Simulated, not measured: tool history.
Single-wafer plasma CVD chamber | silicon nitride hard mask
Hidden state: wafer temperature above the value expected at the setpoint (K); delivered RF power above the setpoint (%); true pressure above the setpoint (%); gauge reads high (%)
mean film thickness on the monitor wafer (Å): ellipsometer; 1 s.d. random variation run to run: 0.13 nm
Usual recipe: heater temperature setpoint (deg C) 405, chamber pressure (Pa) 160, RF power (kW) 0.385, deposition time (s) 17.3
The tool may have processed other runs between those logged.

run   hour  heater temperature setpoint (deg C)  chamber pressure (Pa)  RF power (kW)  deposition time (s)  wafers since the last listed run  hours since the last thermocouple change  hours since the last RF generator calibration  hours since the last manometer calibration  hours since the showerhead was replaced  hours since the gauge calibration  read-back reference wafer on the same gauge, thickness_nm  mean film thickness on the monitor wafer (Å)
  1      0                                  405                    189          0.385                 17.3                                 0                                    1094.1                                          842.8                                      1100.5                                   5169.2                                219                                                     24.914                                        226.96
  2   98.3                                  405                    160          0.385                 19.9                              1669                                    1192.4                                          941.1                                      1198.8                                   5267.5                              317.3                                                     24.814                                        245.92
  3  161.2                                  405                    160          0.385                 19.9                              1068                                    1255.3                                           1004                                      1261.7                                   5330.4                              380.2                                                     24.709                                        249.87
  4  251.7                                  405                    160          0.385                 17.3                              1536                                    1345.8                                         1094.5                                      1352.2                                   5420.9                              470.7                                                     24.628                                        215.23
  5  299.7                                  405                    160          0.385                 17.3                               815                                    1393.8                                         1142.5                                      1400.2                                   5468.9                              518.7                                                     24.608                                        215.31
  6  385.7                                  405                    160           0.42                 17.3                              1460                                    1479.8                                         1228.5                                      1486.2                                   5554.9                              604.7                                                     24.488                                        221.17
  7    449                                  405                    160           0.42                 17.3                              1074                                    1543.1                                         1291.8                                      1549.5                                   5618.2                                668                                                      24.47                                        221.35
  8  553.1                                  405                    160           0.42                 17.3                              1767                                    1647.2                                         1395.9                                      1653.6                                   5722.3                              772.1                                                     24.377                                        220.42
     777.2  -- RF generator calibrated
  9  815.2                                  397                    160          0.385                 17.3                              4314                                    1909.3                                             38                                      1915.7                                   5984.4                             1034.2                                                     24.096                                        212.28
     837.6  -- thermocouple changed; heater temperature recalibrated
 10  898.8                                  414                    183          0.435                   20                              1283                                      61.2                                          121.6                                      1999.3                                     6068                             1117.8                                                     24.036                                         263.2

Predict the results of run 11:
 11  977.5                                  396                    160          0.385                 17.3                              1336                                     139.9                                          200.3                                        2078                                   6146.7                             1196.5                                                          ?                                             ?

read-back reference wafer on the same gauge, thickness_nm: 23.962
mean film thickness on the monitor wafer (Å): 208.64
Had the tool carried no hidden state, the very same run would have given mean film thickness on the monitor wafer (Å) 219.44.
